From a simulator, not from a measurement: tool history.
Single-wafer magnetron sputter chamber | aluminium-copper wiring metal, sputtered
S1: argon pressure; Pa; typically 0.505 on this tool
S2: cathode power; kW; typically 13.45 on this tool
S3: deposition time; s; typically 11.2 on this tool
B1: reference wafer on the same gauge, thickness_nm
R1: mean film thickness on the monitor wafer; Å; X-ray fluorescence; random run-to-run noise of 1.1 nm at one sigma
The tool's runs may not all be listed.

run,hour,S1,S2,S3,B1,R1
1,0,0.505,13.45,11.2,302.338,2503.13
2,40.9,0.505,13.45,11.2,301.862,2470.06
# hour 65.2: sputter target and shields replaced
3,107.5,0.505,13.45,11.2,301.855,2572.41
4,178,0.505,12,12,302.081,2419.42
5,219.3,0.505,12,12,302.078,2384.34
6,251.2,0.505,10.95,10.3,302.164,1850.98
# hour 282.4: sputter target and shields replaced
7,316.3,0.505,10.95,10.3,302.397,1918.9
8,343.2,0.505,13.45,11.2,302.148,2550.24
9,380.2,0.505,13.45,11.2,302.063,2543.65
# hour 393.9: gauge calibrated
10,442.8,0.505,13.45,11.2,301.828,2484.57
11,484.1,0.505,13.45,11.2,302.088,2470.75
# hour 523.1: magnet pack replaced
12,527.2,0.505,13.45,9.6,302.225,2103.63
# hour 545.7: sputter target and shields replaced
13,551.5,0.505,13.45,9.6,301.955,2199.11
14,597.6,0.566,11.35,12.2,302.064,2249.35
# hour 617.6: capacitance manometer re-zeroed and calibrated
15,659.2,0.665,11.85,11.2,302.2,1965.4
16,703.5,0.505,12.55,11.2,302.406,2321.54
17,728,0.505,11.45,10.6,302.246,2001.95
18,762.4,0.505,14.45,10.3,302.268,2449.26
# hour 780.2: sputter target and shields replaced
19,803.2,0.505,13.45,11.2,302.248,2555.25

What will run 20 give?
20,869,0.697,12.35,11.9,?,?

{"run 20": {"B1": 302.156, "R1": 2142.04}}
Had the tool carried no hidden state, the very same run would have given R1 2185.45 Å.

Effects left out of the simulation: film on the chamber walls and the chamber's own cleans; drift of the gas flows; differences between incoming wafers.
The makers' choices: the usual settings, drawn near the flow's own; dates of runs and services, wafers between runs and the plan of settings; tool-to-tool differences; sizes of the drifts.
